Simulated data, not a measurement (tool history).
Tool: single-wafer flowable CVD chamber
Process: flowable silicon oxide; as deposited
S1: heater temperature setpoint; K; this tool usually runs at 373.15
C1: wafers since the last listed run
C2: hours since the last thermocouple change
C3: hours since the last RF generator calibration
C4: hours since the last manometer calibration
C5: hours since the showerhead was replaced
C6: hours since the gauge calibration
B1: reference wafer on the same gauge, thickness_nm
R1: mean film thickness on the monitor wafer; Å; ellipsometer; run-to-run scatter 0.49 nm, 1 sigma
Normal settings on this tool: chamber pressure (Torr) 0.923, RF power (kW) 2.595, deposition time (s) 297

run 1 hour=0 | S1=373.15 chamber_pressure_(Torr)=0.923 RF_power_(kW)=2.595 deposition_time_(s)=297 | C1=0 C2=2007.3 C3=865.9 C4=2348.2 C5=2826 C6=554.5 | B1=181.059 | R1=2304.16
run 2 hour=59 | S1=373.15 chamber_pressure_(Torr)=0.923 RF_power_(kW)=2.595 deposition_time_(s)=297 | C1=338 C2=2066.3 C3=924.9 C4=2407.2 C5=2885 C6=613.5 | B1=181.034 | R1=2315.26
run 3 hour=126.3 | S1=373.15 chamber_pressure_(Torr)=0.923 RF_power_(kW)=2.595 deposition_time_(s)=297 | C1=385 C2=2133.6 C3=992.2 C4=2474.5 C5=2952.3 C6=680.8 | B1=181.032 | R1=2329.02
run 4 hour=194.5 | S1=373.15 chamber_pressure_(Torr)=0.923 RF_power_(kW)=2.3 deposition_time_(s)=310 | C1=390 C2=2201.8 C3=1060.4 C4=2542.7 C5=3020.5 C6=749 | B1=180.998 | R1=2368.71
run 5 hour=225.4 | S1=373.15 chamber_pressure_(Torr)=0.923 RF_power_(kW)=2.3 deposition_time_(s)=310 | C1=177 C2=2232.7 C3=1091.3 C4=2573.6 C5=3051.4 C6=779.9 | B1=181.049 | R1=2379.72
run 6 hour=282 | S1=377.15 chamber_pressure_(Torr)=0.923 RF_power_(kW)=2.595 deposition_time_(s)=297 | C1=324 C2=2289.3 C3=1147.9 C4=2630.2 C5=3108 C6=836.5 | B1=180.934 | R1=2060.09
run 7 hour=319.8 | S1=377.15 chamber_pressure_(Torr)=0.923 RF_power_(kW)=2.595 deposition_time_(s)=297 | C1=216 C2=2327.1 C3=1185.7 C4=2668 C5=3145.8 C6=874.3 | B1=181.067 | R1=2077.41
run 8 hour=378.9 | S1=365.15 chamber_pressure_(Torr)=0.923 RF_power_(kW)=2.595 deposition_time_(s)=297 | C1=338 C2=2386.2 C3=1244.8 C4=2727.1 C5=3204.9 C6=933.4 | B1=181.003 | R1=2951.03
-- hour=395.3 thermocouple changed; heater temperature recalibrated
run 9 hour=415.5 | S1=365.15 chamber_pressure_(Torr)=0.923 RF_power_(kW)=2.595 deposition_time_(s)=297 | C1=163 C2=20.2 C3=1281.4 C4=2763.7 C5=3241.5 C6=970 | B1=180.982 | R1=2934.41
-- hour=425.4 gauge calibrated
run 10 hour=449.3 | S1=373.15 chamber_pressure_(Torr)=0.923 RF_power_(kW)=2.595 deposition_time_(s)=297 | C1=193 C2=54 C3=1315.2 C4=2797.5 C5=3275.3 C6=23.9 | B1=180.998 | R1=2343.04
-- hour=498.6 showerhead replaced
run 11 hour=517.3 | S1=373.15 chamber_pressure_(Torr)=0.923 RF_power_(kW)=2.595 deposition_time_(s)=297 | C1=343 C2=122 C3=1383.2 C4=2865.5 C5=18.7 C6=91.9 | B1=180.873 | R1=2335.13
run 12 hour=562.7 | S1=373.15 chamber_pressure_(Torr)=0.923 RF_power_(kW)=2.595 deposition_time_(s)=297 | C1=260 C2=167.4 C3=1428.6 C4=2910.9 C5=64.1 C6=137.3 | B1=181 | R1=2349.18
-- hour=590.6 capacitance manometer re-zeroed and calibrated
run 13 hour=593.6 | S1=373.15 chamber_pressure_(Torr)=0.923 RF_power_(kW)=2.595 deposition_time_(s)=297 | C1=131 C2=198.3 C3=1459.5 C4=3 C5=95 C6=168.2 | B1=180.939 | R1=2247.4
run 14 hour=643.2 | S1=373.15 chamber_pressure_(Torr)=0.923 RF_power_(kW)=2.595 deposition_time_(s)=297 | C1=284 C2=247.9 C3=1509.1 C4=52.6 C5=144.6 C6=217.8 | B1=181.08 | R1=2244.09
run 15 hour=708.8 | S1=366.15 chamber_pressure_(Torr)=1.111 RF_power_(kW)=2.595 deposition_time_(s)=297 | C1=375 C2=313.5 C3=1574.7 C4=118.2 C5=210.2 C6=283.4 | B1=180.966 | R1=3270.14
-- hour=751.3 RF generator calibrated
run 16 hour=774.8 | S1=373.15 chamber_pressure_(Torr)=0.923 RF_power_(kW)=2.595 deposition_time_(s)=297 | C1=332 C2=379.5 C3=23.5 C4=184.2 C5=276.2 C6=349.4 | B1=181.038 | R1=2254.3
run 17 hour=822.4 | S1=373.15 chamber_pressure_(Torr)=1.063 RF_power_(kW)=2.595 deposition_time_(s)=297 | C1=272 C2=427.1 C3=71.1 C4=231.8 C5=323.8 C6=397 | B1=180.982 | R1=2566.81
run 18 hour=864.2 | S1=373.15 chamber_pressure_(Torr)=0.923 RF_power_(kW)=2.3 deposition_time_(s)=297 | C1=239 C2=468.9 C3=112.9 C4=273.6 C5=365.6 C6=438.8 | B1=180.891 | R1=2206.56
run 19 hour=934.9 | S1=373.15 chamber_pressure_(Torr)=1.098 RF_power_(kW)=2.595 deposition_time_(s)=274 | C1=405 C2=539.6 C3=183.6 C4=344.3 C5=436.3 C6=509.5 | B1=180.915 | R1=2431.84
run 20 hour=960.3 | S1=373.15 chamber_pressure_(Torr)=0.923 RF_power_(kW)=2.595 deposition_time_(s)=297 | C1=145 C2=565 C3=209 C4=369.7 C5=461.7 C6=534.9 | B1=181.004 | R1=2259.2
run 21 hour=1014.4 | S1=373.15 chamber_pressure_(Torr)=0.923 RF_power_(kW)=2.595 deposition_time_(s)=297 | C1=310 C2=619.1 C3=263.1 C4=423.8 C5=515.8 C6=589 | B1=180.979 | R1=2263.48
run 22 hour=1047.1 | S1=377.15 chamber_pressure_(Torr)=1.096 RF_power_(kW)=2.595 deposition_time_(s)=297 | C1=187 C2=651.8 C3=295.8 C4=456.5 C5=548.5 C6=621.7 | B1=181.051 | R1=2338.47
run 23 hour=1103 | S1=381.15 chamber_pressure_(Torr)=0.923 RF_power_(kW)=2.84 deposition_time_(s)=337 | C1=320 C2=707.7 C3=351.7 C4=512.4 C5=604.4 C6=677.6 | B1=180.931 | R1=2049.93
run 24 hour=1146.6 | S1=363.15 chamber_pressure_(Torr)=0.923 RF_power_(kW)=2.595 deposition_time_(s)=329 | C1=249 C2=751.3 C3=395.3 C4=556 C5=648 C6=721.2 | B1=181.083 | R1=3342.26
run 25 hour=1194.1 | S1=373.15 chamber_pressure_(Torr)=0.923 RF_power_(kW)=2.595 deposition_time_(s)=297 | C1=272 C2=798.8 C3=442.8 C4=603.5 C5=695.5 C6=768.7 | B1=181.031 | R1=2255.81
run 26 hour=1237.7 | S1=388.15 chamber_pressure_(Torr)=0.787 RF_power_(kW)=2.19 deposition_time_(s)=254 | C1=249 C2=842.4 C3=486.4 C4=647.1 C5=739.1 C6=812.3 | B1=180.98 | R1=1049.61
run 27 hour=1273.5 | S1=361.15 chamber_pressure_(Torr)=0.833 RF_power_(kW)=2.595 deposition_time_(s)=254 | C1=205 C2=878.2 C3=522.2 C4=682.9 C5=774.9 C6=848.1 | B1=181.032 | R1=2498.73
-- hour=1289.6 gauge calibrated
run 28 hour=1312.7 | S1=369.15 chamber_pressure_(Torr)=1.098 RF_power_(kW)=2.89 deposition_time_(s)=314 | C1=224 C2=917.4 C3=561.4 C4=722.1 C5=814.1 C6=23.1 | B1=180.923 | R1=3165.56

Here are 3 independent what-if runs from the current tool condition. What would each one return?
run A hour=1313.2 | S1=373.15 chamber_pressure_(Torr)=0.923 RF_power_(kW)=2.595 deposition_time_(s)=297 | C1=2 C2=917.9 C3=561.9 C4=722.6 C5=814.6 C6=23.6 | B1=? | R1=?
run B hour=1313.2 | S1=385.15 chamber_pressure_(Torr)=1.14 RF_power_(kW)=2.595 deposition_time_(s)=297 | C1=2 C2=917.9 C3=561.9 C4=722.6 C5=814.6 C6=23.6 | B1=? | R1=?
run C hour=1313.2 | S1=373.15 chamber_pressure_(Torr)=1.002 RF_power_(kW)=2.595 deposition_time_(s)=297 | C1=2 C2=917.9 C3=561.9 C4=722.6 C5=814.6 C6=23.6 | B1=? | R1=?

run=A B1=181 R1=2257.77
run=B B1=181 R1=1923.83
run=C B1=181 R1=2432.7
With the hidden condition removed and each run's random variation left untouched, the same runs would have given:
run=A R1=2261.08
run=B R1=1926.41
run=C R1=2436.27
